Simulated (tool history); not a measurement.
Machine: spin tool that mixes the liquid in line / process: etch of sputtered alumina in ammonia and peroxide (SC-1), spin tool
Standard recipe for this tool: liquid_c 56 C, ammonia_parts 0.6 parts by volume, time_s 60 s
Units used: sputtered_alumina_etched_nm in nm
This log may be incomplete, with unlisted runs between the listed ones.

run   hour  liquid_c  ammonia_parts  time_s  wafers since the last listed run  hours since the thermometer was replaced  hours since the ammonia flow meter was replaced  hours since the heated supply line was repaired  hours since the drum of ammonia solution was connected  hours since the gauge calibration  read-back film thickness of the sputtered alumina reference wafer, read on the same gauge (nm)  sputtered_alumina_etched_nm
  1      0        56            0.6      85                                 0                                    1276.8                                            709.1                                           1631.3                                                   838.3                              492.3                                                                                              80                         7.95
  2   15.7        56            0.6      85                               140                                    1292.5                                            724.8                                             1647                                                     854                                508                                                                                           79.97                         7.87
  3     50        56            0.6      60                               307                                    1326.8                                            759.1                                           1681.3                                                   888.3                              542.3                                                                                           80.02                          5.6
  4     80        56            0.6      60                               269                                    1356.8                                            789.1                                           1711.3                                                   918.3                              572.3                                                                                           80.02                          5.7
  5  101.8        56            0.6      60                               195                                    1378.6                                            810.9                                           1733.1                                                   940.1                              594.1                                                                                              80                         5.63
     106.4  -- gauge calibrated
  6  114.9        56            0.6      60                               117                                    1391.7                                              824                                           1746.2                                                   953.2                                8.5                                                                                           79.99                         5.63
  7    132        56            0.6      60                               153                                    1408.8                                            841.1                                           1763.3                                                   970.3                               25.6                                                                                           79.99                         5.56
  8  150.6        56            0.6      60                               166                                    1427.4                                            859.7                                           1781.9                                                   988.9                               44.2                                                                                           80.01                         5.59
     170.9  -- ammonia flow meter replaced
  9  181.6      61.5           0.75      60                               269                                    1458.4                                             10.7                                           1812.9                                                  1019.9                               75.2                                                                                           79.99                         7.68
 10  203.4      53.5           0.85      60                               195                                    1480.2                                             32.5                                           1834.7                                                  1041.7                                 97                                                                                           79.99                         5.09
 11  220.6        48           0.35      95                               154                                    1497.4                                             49.7                                           1851.9                                                  1058.9                              114.2                                                                                              80                         5.61
     228.5  -- thermometer replaced
     237.9  -- heated supply line repaired
 12  238.4      62.5            0.6      45                               141                                       9.9                                             67.5                                              0.5                                                  1076.7                                132                                                                                           79.99                         5.63
 13  273.9      64.5            0.6      60                               318                                      45.4                                              103                                               36                                                  1112.2                              167.5                                                                                           80.01                          8.4
 14  287.8        56            0.3      85                               124                                      59.3                                            116.9                                             49.9                                                  1126.1                              181.4                                                                                              80                         7.16
 15  305.8        59            0.4      60                               161                                      77.3                                            134.9                                             67.9                                                  1144.1                              199.4                                                                                           80.02                         6.05
     307.9  -- new drum of ammonia solution connected
 16  334.3        56            0.6      60                               246                                     105.8                                            163.4                                             96.4                                                    26.4                              227.9                                                                                           80.03                         5.37
 17  356.4        56            0.6      60                               198                                     127.9                                            185.5                                            118.5                                                    48.5                                250                                                                                              80                         5.38
 18  370.2      52.5            0.5      75                               123                                     141.7                                            199.3                                            132.3                                                    62.3                              263.8                                                                                           80.02                         5.49
 19  434.9        56            0.6      75                               580                                     206.4                                              264                                              197                                                     127                              328.5                                                                                           80.02                         6.68
 20    448        49            0.5      75                               117                                     219.5                                            277.1                                            210.1                                                   140.1                              341.6                                                                                           80.01                         4.55
 21  476.7        56            0.4      60                               257                                     248.2                                            305.8                                            238.8                                                   168.8                              370.3                                                                                              80                          5.2
 22  507.8        56            0.6      90                               278                                     279.3                                            336.9                                            269.9                                                   199.9                              401.4                                                                                           80.01                         8.08
 23  541.9      64.5            0.3      25                               305                                     313.4                                              371                                              304                                                     234                              435.5                                                                                              80                         3.31
 24  564.8      49.5            0.9      80                               205                                     336.3                                            393.9                                            326.9                                                   256.9                              458.4                                                                                              80                         5.35

A few steps of sputtered_alumina_etched_nm between consecutive runs. Split each: what settings, incoming material and random variation would produce without the hidden state, and what is left over for the hidden state, along with gauge scatter present in only one of the two compared results (measured, and without hidden state):
Hidden conditions of the tool in this case: liquid hotter than its thermometer reads (K); ammonia flow above the setpoint (%); temperature lost on the way to the wafer (K); ammonia solution weaker than its label (%); gauge reads high (%).
Run 9 -> 10: liquid_c 61.5 -> 53.5, ammonia_parts 0.75 -> 0.85. sputtered_alumina_etched_nm -2.59 nm: hidden state -0.12, all else -2.47.
Run 11 -> 12: liquid_c 48 -> 62.5, ammonia_parts 0.35 -> 0.6, time_s 95 -> 45, thermometer replaced, heated supply line repaired. sputtered_alumina_etched_nm +0.02 nm: hidden state -0.29, all else +0.31.
Run 21 -> 22: ammonia_parts 0.4 -> 0.6, time_s 60 -> 90. sputtered_alumina_etched_nm +2.88 nm: hidden state +0.04, all else +2.84.
Run 22 -> 23: liquid_c 56 -> 64.5, ammonia_parts 0.6 -> 0.3, time_s 90 -> 25. sputtered_alumina_etched_nm -4.77 nm: hidden state -0.06, all else -4.71.
